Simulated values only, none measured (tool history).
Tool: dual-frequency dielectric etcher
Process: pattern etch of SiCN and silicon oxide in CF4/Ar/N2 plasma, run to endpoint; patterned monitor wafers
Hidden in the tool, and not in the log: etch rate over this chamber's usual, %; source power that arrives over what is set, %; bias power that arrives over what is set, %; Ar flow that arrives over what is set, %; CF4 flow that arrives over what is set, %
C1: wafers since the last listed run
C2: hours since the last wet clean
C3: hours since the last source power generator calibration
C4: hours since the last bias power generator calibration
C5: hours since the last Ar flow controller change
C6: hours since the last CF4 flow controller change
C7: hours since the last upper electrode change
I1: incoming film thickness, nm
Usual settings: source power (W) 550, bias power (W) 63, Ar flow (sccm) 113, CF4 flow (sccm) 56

run 1 hour=0 | source_power_(W)=450 bias_power_(W)=63 Ar_flow_(sccm)=113 CF4_flow_(sccm)=56 | C1=0 C2=487.4 C3=4634.9 C4=1824.1 C5=3246.5 C6=1523.1 C7=4552.8 | I1=14.16 | endpoint_time_(s)=20.5
run 2 hour=6.4 | source_power_(W)=450 bias_power_(W)=63 Ar_flow_(sccm)=113 CF4_flow_(sccm)=56 | C1=99 C2=493.8 C3=4641.3 C4=1830.5 C5=3252.9 C6=1529.5 C7=4559.2 | I1=14.1 | endpoint_time_(s)=20.3
run 3 hour=18.8 | source_power_(W)=450 bias_power_(W)=63 Ar_flow_(sccm)=113 CF4_flow_(sccm)=56 | C1=192 C2=506.2 C3=4653.7 C4=1842.9 C5=3265.3 C6=1541.9 C7=4571.6 | I1=13.9 | endpoint_time_(s)=20.1
run 4 hour=29.6 | source_power_(W)=550 bias_power_(W)=55 Ar_flow_(sccm)=113 CF4_flow_(sccm)=56 | C1=167 C2=517 C3=4664.5 C4=1853.7 C5=3276.1 C6=1552.7 C7=4582.4 | I1=14.03 | endpoint_time_(s)=17
-- hour=60.9 wet clean of the chamber
-- hour=64.3 source power generator calibrated
-- hour=66.1 upper electrode replaced
run 5 hour=66.6 | source_power_(W)=550 bias_power_(W)=63 Ar_flow_(sccm)=113 CF4_flow_(sccm)=56 | C1=120 C2=5.7 C3=2.3 C4=1890.7 C5=3313.1 C6=1589.7 C7=0.5 | I1=13.87 | endpoint_time_(s)=15
run 6 hour=67 | source_power_(W)=550 bias_power_(W)=63 Ar_flow_(sccm)=113 CF4_flow_(sccm)=56 | C1=6 C2=6.1 C3=2.7 C4=1891.1 C5=3313.5 C6=1590.1 C7=0.9 | I1=13.98 | endpoint_time_(s)=15.2
run 7 hour=67.3 | source_power_(W)=550 bias_power_(W)=63 Ar_flow_(sccm)=113 CF4_flow_(sccm)=46 | C1=4 C2=6.4 C3=3 C4=1891.4 C5=3313.8 C6=1590.4 C7=1.2 | I1=13.94 | endpoint_time_(s)=15.6
run 8 hour=74.4 | source_power_(W)=550 bias_power_(W)=63 Ar_flow_(sccm)=113 CF4_flow_(sccm)=46 | C1=110 C2=13.5 C3=10.1 C4=1898.5 C5=3320.9 C6=1597.5 C7=8.3 | I1=14.09 | endpoint_time_(s)=15.7
-- hour=80.6 Ar flow controller replaced
run 9 hour=91.8 | source_power_(W)=660 bias_power_(W)=71 Ar_flow_(sccm)=121 CF4_flow_(sccm)=56 | C1=176 C2=30.9 C3=27.5 C4=1915.9 C5=11.2 C6=1614.9 C7=25.7 | I1=13.88 | endpoint_time_(s)=11.9
run 10 hour=99.8 | source_power_(W)=550 bias_power_(W)=63 Ar_flow_(sccm)=113 CF4_flow_(sccm)=56 | C1=123 C2=38.9 C3=35.5 C4=1923.9 C5=19.2 C6=1622.9 C7=33.7 | I1=13.88 | endpoint_time_(s)=15.2
run 11 hour=105.8 | source_power_(W)=610 bias_power_(W)=74 Ar_flow_(sccm)=113 CF4_flow_(sccm)=67 | C1=92 C2=44.9 C3=41.5 C4=1929.9 C5=25.2 C6=1628.9 C7=39.7 | I1=14.08 | endpoint_time_(s)=12.6
run 12 hour=118.5 | source_power_(W)=680 bias_power_(W)=75 Ar_flow_(sccm)=87 CF4_flow_(sccm)=67 | C1=196 C2=57.6 C3=54.2 C4=1942.6 C5=37.9 C6=1641.6 C7=52.4 | I1=14.06 | endpoint_time_(s)=10.7
-- hour=130.1 bias power generator calibrated
run 13 hour=130.6 | source_power_(W)=550 bias_power_(W)=63 Ar_flow_(sccm)=102 CF4_flow_(sccm)=56 | C1=125 C2=69.7 C3=66.3 C4=0.5 C5=50 C6=1653.7 C7=64.5 | I1=13.83 | endpoint_time_(s)=15
-- hour=141.9 CF4 flow controller replaced
run 14 hour=142.4 | source_power_(W)=550 bias_power_(W)=63 Ar_flow_(sccm)=113 CF4_flow_(sccm)=56 | C1=89 C2=81.5 C3=78.1 C4=12.3 C5=61.8 C6=0.5 C7=76.3 | I1=14.11 | endpoint_time_(s)=15.4
run 15 hour=191.2 | source_power_(W)=480 bias_power_(W)=63 Ar_flow_(sccm)=113 CF4_flow_(sccm)=65 | C1=756 C2=130.3 C3=126.9 C4=61.1 C5=110.6 C6=49.3 C7=125.1 | I1=14.04 | endpoint_time_(s)=17.7
run 16 hour=202.9 | source_power_(W)=590 bias_power_(W)=63 Ar_flow_(sccm)=113 CF4_flow_(sccm)=56 | C1=181 C2=142 C3=138.6 C4=72.8 C5=122.3 C6=61 C7=136.8 | I1=14.08 | endpoint_time_(s)=14.4

The tool's hidden state at each run:
source power that arrives over what is set, %: 0 in every run
bias power that arrives over what is set, %: 0 in every run
Ar flow that arrives over what is set, %: 0 in every run
CF4 flow that arrives over what is set, %: 0 in every run
H1: etch rate over this chamber's usual, %
run=1 H1=-4.91
run=2 H1=-4.97
run=3 H1=-5.09
run=4 H1=-5.19
run=5 H1=-0.258
run=6 H1=-0.262
run=7 H1=-0.264
run=8 H1=-0.33
run=9 H1=-0.492
run=10 H1=-0.566
run=11 H1=-0.622
run=12 H1=-0.74
run=13 H1=-0.852
run=14 H1=-0.962
run=15 H1=-1.42
run=16 H1=-1.52
